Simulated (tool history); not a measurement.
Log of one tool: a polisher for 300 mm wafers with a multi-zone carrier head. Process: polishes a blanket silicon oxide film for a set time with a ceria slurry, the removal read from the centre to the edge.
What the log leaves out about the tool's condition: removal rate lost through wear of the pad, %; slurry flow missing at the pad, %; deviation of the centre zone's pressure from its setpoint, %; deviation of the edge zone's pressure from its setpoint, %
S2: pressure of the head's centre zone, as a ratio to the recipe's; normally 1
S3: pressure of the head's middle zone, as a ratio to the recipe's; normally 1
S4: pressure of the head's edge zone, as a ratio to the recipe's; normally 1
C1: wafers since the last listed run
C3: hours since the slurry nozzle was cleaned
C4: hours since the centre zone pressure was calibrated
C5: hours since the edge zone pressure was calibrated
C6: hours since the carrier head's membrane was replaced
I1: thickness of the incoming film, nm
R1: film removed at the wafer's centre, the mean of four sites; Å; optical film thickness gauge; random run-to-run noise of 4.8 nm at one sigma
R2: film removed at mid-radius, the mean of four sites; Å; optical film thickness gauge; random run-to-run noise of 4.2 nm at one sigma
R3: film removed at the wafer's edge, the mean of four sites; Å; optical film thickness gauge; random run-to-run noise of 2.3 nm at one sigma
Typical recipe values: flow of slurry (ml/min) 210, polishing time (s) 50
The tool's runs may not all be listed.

run 1 hour=0 | flow_of_slurry_(ml/min)=210 S2=1 S3=0.95 S4=1 polishing_time_(s)=60 | C1=0 wafers_polished_on_this_pad=166 C3=12.3 C4=378 C5=36.9 C6=978.1 | I1=1538.3 | R1=4093 R2=3721 R3=3845
-- hour=6.9 carrier head's membrane replaced by a new one
run 2 hour=13.9 | flow_of_slurry_(ml/min)=210 S2=1 S3=0.95 S4=1 polishing_time_(s)=60 | C1=82 wafers_polished_on_this_pad=249 C3=26.2 C4=391.9 C5=50.8 C6=7 | I1=1539 | R1=4112 R2=3595 R3=3751
run 3 hour=26.7 | flow_of_slurry_(ml/min)=210 S2=1 S3=1 S4=0.96 polishing_time_(s)=50 | C1=119 wafers_polished_on_this_pad=368 C3=39 C4=404.7 C5=63.6 C6=19.8 | I1=1555.8 | R1=3400 R2=3084 R3=2999
run 4 hour=39.3 | flow_of_slurry_(ml/min)=210 S2=1 S3=1 S4=0.96 polishing_time_(s)=50 | C1=117 wafers_polished_on_this_pad=486 C3=51.6 C4=417.3 C5=76.2 C6=32.4 | I1=1526.3 | R1=3422 R2=3087 R3=2934
run 5 hour=49.6 | flow_of_slurry_(ml/min)=210 S2=1 S3=1 S4=1.05 polishing_time_(s)=50 | C1=96 wafers_polished_on_this_pad=582 C3=61.9 C4=427.6 C5=86.5 C6=42.7 | I1=1551.1 | R1=3275 R2=3053 R3=3064
-- hour=52.7 centre zone pressure recalibrated
run 6 hour=56.6 | flow_of_slurry_(ml/min)=210 S2=1 S3=1 S4=1.05 polishing_time_(s)=50 | C1=46 wafers_polished_on_this_pad=629 C3=68.9 C4=3.9 C5=93.5 C6=49.7 | I1=1534 | R1=3004 R2=2998 R3=3066
run 7 hour=71.6 | flow_of_slurry_(ml/min)=140 S2=1 S3=0.94 S4=0.95 polishing_time_(s)=38 | C1=139 wafers_polished_on_this_pad=768 C3=83.9 C4=18.9 C5=108.5 C6=64.7 | I1=1557.7 | R1=2141 R2=2100 R3=2133
run 8 hour=85.1 | flow_of_slurry_(ml/min)=210 S2=1 S3=1 S4=0.96 polishing_time_(s)=50 | C1=125 wafers_polished_on_this_pad=894 C3=97.4 C4=32.4 C5=122 C6=78.2 | I1=1549.7 | R1=2995 R2=2955 R3=2871
run 9 hour=95.9 | flow_of_slurry_(ml/min)=210 S2=1 S3=1 S4=1 polishing_time_(s)=50 | C1=100 wafers_polished_on_this_pad=995 C3=108.2 C4=43.2 C5=132.8 C6=89 | I1=1550.1 | R1=2942 R2=2993 R3=2921
run 10 hour=111 | flow_of_slurry_(ml/min)=170 S2=1 S3=1.07 S4=1 polishing_time_(s)=58 | C1=140 wafers_polished_on_this_pad=1136 C3=123.3 C4=58.3 C5=147.9 C6=104.1 | I1=1541.7 | R1=3451 R2=3513 R3=3288
-- hour=116.9 worn pad replaced by a new one
run 11 hour=118.1 | flow_of_slurry_(ml/min)=170 S2=0.95 S3=1.11 S4=1 polishing_time_(s)=50 | C1=28 wafers_polished_on_this_pad=11 C3=130.4 C4=65.4 C5=155 C6=111.2 | I1=1566.8 | R1=3363 R2=3738 R3=3323

Run 12 is up next; what results do you expect?
run 12 hour=132.2 | flow_of_slurry_(ml/min)=270 S2=1.07 S3=1.08 S4=0.89 polishing_time_(s)=50 | C1=131 wafers_polished_on_this_pad=142 C3=144.5 C4=79.5 C5=169.1 C6=125.3 | I1=1546.1 | R1=? R2=? R3=?

R1: 3821 Å
R2: 3669 Å
R3: 3177 Å
The same run, on a tool lacking any hidden state, would have yielded R1 3742 Å, R2 3803 Å, R3 3292 Å.
